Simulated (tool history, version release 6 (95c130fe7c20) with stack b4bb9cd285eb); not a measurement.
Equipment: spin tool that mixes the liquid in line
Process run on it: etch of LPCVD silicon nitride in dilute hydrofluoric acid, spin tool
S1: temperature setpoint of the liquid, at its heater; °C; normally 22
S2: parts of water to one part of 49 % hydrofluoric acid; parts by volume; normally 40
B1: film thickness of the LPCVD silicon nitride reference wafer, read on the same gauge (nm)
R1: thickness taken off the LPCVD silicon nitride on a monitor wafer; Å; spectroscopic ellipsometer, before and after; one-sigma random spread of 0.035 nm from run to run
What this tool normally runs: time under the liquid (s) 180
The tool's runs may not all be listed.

run 1 hour=0 | S1=22 S2=40 time_under_the_liquid_(s)=180 | B1=49.977 | R1=18.99
run 2 hour=61.6 | S1=22 S2=40 time_under_the_liquid_(s)=180 | B1=50.038 | R1=19.49
run 3 hour=167.2 | S1=22 S2=40 time_under_the_liquid_(s)=180 | B1=49.999 | R1=19.41
run 4 hour=330.2 | S1=22 S2=40 time_under_the_liquid_(s)=180 | B1=49.999 | R1=19.51
run 5 hour=371.4 | S1=22 S2=40 time_under_the_liquid_(s)=180 | B1=50.015 | R1=18.52
run 6 hour=497.2 | S1=22 S2=40 time_under_the_liquid_(s)=180 | B1=49.992 | R1=19.19
run 7 hour=555.9 | S1=22 S2=40 time_under_the_liquid_(s)=180 | B1=49.954 | R1=18.77
run 8 hour=600.8 | S1=23.5 S2=35 time_under_the_liquid_(s)=125 | B1=49.977 | R1=16.23
run 9 hour=628.3 | S1=22 S2=40 time_under_the_liquid_(s)=180 | B1=50.034 | R1=19.89
run 10 hour=680 | S1=20.5 S2=40 time_under_the_liquid_(s)=70 | B1=49.977 | R1=6.74
run 11 hour=720.8 | S1=22 S2=30 time_under_the_liquid_(s)=180 | B1=50.002 | R1=24.74
run 12 hour=748 | S1=22 S2=40 time_under_the_liquid_(s)=110 | B1=50 | R1=11.63
run 13 hour=803.3 | S1=19.5 S2=30 time_under_the_liquid_(s)=110 | B1=49.996 | R1=13.33
run 14 hour=839.1 | S1=18 S2=25 time_under_the_liquid_(s)=150 | B1=49.991 | R1=18.89

Withheld: 3 entries from between the runs. Position of each, and hidden state at the listed run before versus the listed run after:
After run 3, before run 4: hydrofluoric acid flow meter replaced (hour 306.6)
  nothing in the hidden state changes from one run to the other
After run 5, before run 6: gauge calibrated (hour 415.2)
  nothing in the hidden state changes from one run to the other
After run 6, before run 7: thermometer replaced (hour 500.2)
  nothing in the hidden state changes from one run to the other

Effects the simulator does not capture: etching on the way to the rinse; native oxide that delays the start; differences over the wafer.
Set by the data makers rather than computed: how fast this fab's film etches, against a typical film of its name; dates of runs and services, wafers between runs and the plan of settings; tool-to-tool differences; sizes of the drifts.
